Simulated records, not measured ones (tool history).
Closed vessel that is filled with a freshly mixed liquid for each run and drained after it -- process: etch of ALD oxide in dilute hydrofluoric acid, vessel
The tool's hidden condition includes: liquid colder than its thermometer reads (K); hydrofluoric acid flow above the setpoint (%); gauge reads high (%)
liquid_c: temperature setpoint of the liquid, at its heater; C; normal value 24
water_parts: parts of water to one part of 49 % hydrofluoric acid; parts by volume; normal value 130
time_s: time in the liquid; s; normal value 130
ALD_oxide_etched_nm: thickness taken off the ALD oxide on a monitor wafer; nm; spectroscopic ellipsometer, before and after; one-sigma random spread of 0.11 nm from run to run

run	day	liquid_c	water_parts	time_s	wafers since the last listed run	hours since the thermometer was replaced	hours since the hydrofluoric acid flow meter was replaced	hours since the gauge calibration	read-back film thickness of the ALD oxide reference wafer, read on the same gauge (nm)	ALD_oxide_etched_nm
1	0	26	85	130	0	460.5	740.1	1257.1	49.99	48.45
2	2.292	24	130	130	7411	515.5	795.1	1312.1	50	27.78
3	3.642	24	130	130	4365	547.9	827.5	1344.5	49.97	27.68
4	6.479	24	130	130	9176	616	895.6	1412.6	50	27.57
5	8.283	24	130	100	5834	659.3	938.9	1455.9	50.01	21.36
6	9.571	24	130	100	4163	690.2	969.8	1486.8	50.03	21.44
7	11.6	24	130	100	6562	738.9	1018.5	1535.5	50.03	21.3
8	13.329	24	180	165	5592	780.4	1060	1577	50.02	24.02
9	16.046	24	180	165	8785	845.6	1125.2	1642.2	50	23.98
# day 18.246: gauge calibrated
10	18.867	24	115	130	9122	913.3	1192.9	14.9	49.99	31.76
11	20.842	24	115	130	6387	960.7	1240.3	62.3	49.99	32.01
12	23.183	24	115	130	7573	1016.9	1296.5	118.5	50.01	32.03
# day 23.754: hydrofluoric acid flow meter replaced
13	24.238	24	130	130	3274	1042.2	11.6	143.8	50	27.02
# day 25.425: thermometer replaced
14	25.475	24	130	190	3867	1.2	41.3	173.5	49.99	40.32
15	27.388	24	130	110	6185	47.1	87.2	219.4	50.01	23.33
16	29.358	24	130	130	6373	94.4	134.5	266.7	49.98	27.42
17	30.392	24	175	130	3341	119.2	159.3	291.5	50.01	19.4
18	32.538	24	130	130	6939	170.7	210.8	343	49.98	27.53
19	34.433	24	155	170	6131	216.2	256.3	388.5	49.99	29.34
20	35.554	26	130	200	3624	243.1	283.2	415.4	50.03	45.95
21	37.571	19.5	130	50	6521	291.5	331.6	463.8	49.98	8.95
22	39.229	28	105	130	5363	331.3	371.4	503.6	49.98	40.88
23	41.458	24	130	130	7209	384.8	424.9	557.1	49.99	27.7
24	43.829	24	130	130	7667	441.7	481.8	614	50.06	27.62
25	46.083	24	130	205	7290	495.8	535.9	668.1	50.04	43.19
26	47.529	24	130	130	4675	530.5	570.6	702.8	49.98	27.63
27	50.308	20.5	185	105	8987	597.2	637.3	769.5	50.02	12.84
28	52.104	22.5	190	130	5807	640.3	680.4	812.6	49.97	16.59
29	53.967	24	130	130	6023	685	725.1	857.3	49.96	27.81
30	56.633	24	130	130	8624	749	789.1	921.3	49.99	27.58
31	57.925	26.5	130	130	4177	780	820.1	952.3	50.02	30.54
32	59.675	27	85	105	5659	822	862.1	994.3	50.03	40.4
33	61.125	24	130	130	4689	856.8	896.9	1029.1	50	27.77
34	62.533	26.5	90	150	4554	890.6	930.7	1062.9	49.97	53.36

Give the tool's hidden conditions for every run:
gauge reads high (%): 0, the same for each run
H1: liquid colder than its thermometer reads (K)
H2: hydrofluoric acid flow above the setpoint (%)
run	H1	H2
1	0.231	1.32
2	0.252	1.4
3	0.263	1.46
4	0.288	1.56
5	0.304	1.63
6	0.316	1.68
7	0.333	1.76
8	0.349	1.83
9	0.373	1.93
10	0.397	2.04
11	0.415	2.12
12	0.435	2.21
13	0.445	0.175
14	0.00933	0.223
15	0.0262	0.296
16	0.0435	0.372
17	0.0526	0.411
18	0.0715	0.494
19	0.0882	0.567
20	0.0981	0.61
21	0.116	0.687
22	0.13	0.751
23	0.15	0.837
24	0.171	0.928
25	0.191	1.01
26	0.203	1.07
27	0.228	1.18
28	0.244	1.25
29	0.26	1.32
30	0.284	1.42
31	0.295	1.47
32	0.31	1.54
33	0.323	1.59
34	0.336	1.65

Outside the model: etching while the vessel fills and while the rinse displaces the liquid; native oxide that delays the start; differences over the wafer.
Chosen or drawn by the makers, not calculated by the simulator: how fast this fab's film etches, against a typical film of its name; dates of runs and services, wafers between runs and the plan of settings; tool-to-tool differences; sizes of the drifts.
